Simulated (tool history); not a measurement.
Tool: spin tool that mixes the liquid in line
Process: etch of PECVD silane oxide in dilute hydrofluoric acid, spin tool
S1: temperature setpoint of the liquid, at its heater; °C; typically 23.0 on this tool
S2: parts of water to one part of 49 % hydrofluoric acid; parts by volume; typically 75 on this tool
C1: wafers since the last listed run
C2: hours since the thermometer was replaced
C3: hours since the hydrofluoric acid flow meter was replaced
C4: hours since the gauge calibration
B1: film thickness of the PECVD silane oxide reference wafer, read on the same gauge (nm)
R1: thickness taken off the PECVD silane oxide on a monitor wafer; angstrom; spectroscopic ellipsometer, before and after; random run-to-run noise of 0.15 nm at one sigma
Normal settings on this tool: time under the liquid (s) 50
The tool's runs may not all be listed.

run 1 hour=0.0 | S1=21.0 S2=75 time_under_the_liquid_(s)=50 | C1=0 C2=666.1 C3=110.5 C4=411.1 | B1=29.99 | R1=143.2
run 2 hour=93.2 | S1=19.5 S2=75 time_under_the_liquid_(s)=50 | C1=1219 C2=759.3 C3=203.7 C4=504.3 | B1=30.03 | R1=137.1
run 3 hour=145.7 | S1=19.5 S2=75 time_under_the_liquid_(s)=50 | C1=686 C2=811.8 C3=256.2 C4=556.8 | B1=29.99 | R1=132.8
run 4 hour=186.5 | S1=19.5 S2=75 time_under_the_liquid_(s)=50 | C1=533 C2=852.6 C3=297.0 C4=597.6 | B1=29.97 | R1=133.7
run 5 hour=276.7 | S1=26.5 S2=75 time_under_the_liquid_(s)=50 | C1=1179 C2=942.8 C3=387.2 C4=687.8 | B1=29.99 | R1=175.7
-- hour=299.9 gauge calibrated
run 6 hour=322.1 | S1=23.0 S2=75 time_under_the_liquid_(s)=50 | C1=593 C2=988.2 C3=432.6 C4=22.2 | B1=30.00 | R1=153.2
run 7 hour=363.2 | S1=23.0 S2=75 time_under_the_liquid_(s)=50 | C1=537 C2=1029.3 C3=473.7 C4=63.3 | B1=30.00 | R1=155.0
run 8 hour=438.7 | S1=24.5 S2=40 time_under_the_liquid_(s)=50 | C1=987 C2=1104.8 C3=549.2 C4=138.8 | B1=30.02 | R1=316.3
run 9 hour=514.7 | S1=19.5 S2=75 time_under_the_liquid_(s)=50 | C1=994 C2=1180.8 C3=625.2 C4=214.8 | B1=30.02 | R1=129.2
run 10 hour=571.4 | S1=18.0 S2=75 time_under_the_liquid_(s)=50 | C1=741 C2=1237.5 C3=681.9 C4=271.5 | B1=29.99 | R1=122.7
run 11 hour=651.1 | S1=26.5 S2=100 time_under_the_liquid_(s)=40 | C1=1042 C2=1317.2 C3=761.6 C4=351.2 | B1=30.02 | R1=100.1
-- hour=674.3 thermometer replaced
-- hour=685.8 hydrofluoric acid flow meter replaced
run 12 hour=697.2 | S1=23.0 S2=65 time_under_the_liquid_(s)=60 | C1=576 C2=22.9 C3=11.4 C4=397.3 | B1=30.00 | R1=230.0
run 13 hour=768.4 | S1=23.0 S2=75 time_under_the_liquid_(s)=50 | C1=931 C2=94.1 C3=82.6 C4=468.5 | B1=29.99 | R1=160.7
run 14 hour=858.0 | S1=23.0 S2=65 time_under_the_liquid_(s)=40 | C1=1172 C2=183.7 C3=172.2 C4=558.1 | B1=30.00 | R1=149.1

What if the next run were any one of these 4? Each begins from the tool's condition after run 14:
run A hour=858.4 | S1=23.0 S2=75 time_under_the_liquid_(s)=50 | C1=5 C2=184.1 C3=172.6 C4=558.5 | B1=? | R1=?
run B hour=858.4 | S1=27.0 S2=85 time_under_the_liquid_(s)=50 | C1=5 C2=184.1 C3=172.6 C4=558.5 | B1=? | R1=?
run C hour=858.4 | S1=21.0 S2=55 time_under_the_liquid_(s)=30 | C1=5 C2=184.1 C3=172.6 C4=558.5 | B1=? | R1=?
run D hour=858.4 | S1=19.0 S2=95 time_under_the_liquid_(s)=60 | C1=5 C2=184.1 C3=172.6 C4=558.5 | B1=? | R1=?

run=A B1=29.99 R1=162.5
run=B B1=29.99 R1=166.1
run=C B1=29.99 R1=125.4
run=D B1=29.99 R1=127.5
Without the tool's unlogged condition, the same runs would have read:
run=A R1=165.5
run=B R1=169.1
run=C R1=127.8
run=D R1=129.9

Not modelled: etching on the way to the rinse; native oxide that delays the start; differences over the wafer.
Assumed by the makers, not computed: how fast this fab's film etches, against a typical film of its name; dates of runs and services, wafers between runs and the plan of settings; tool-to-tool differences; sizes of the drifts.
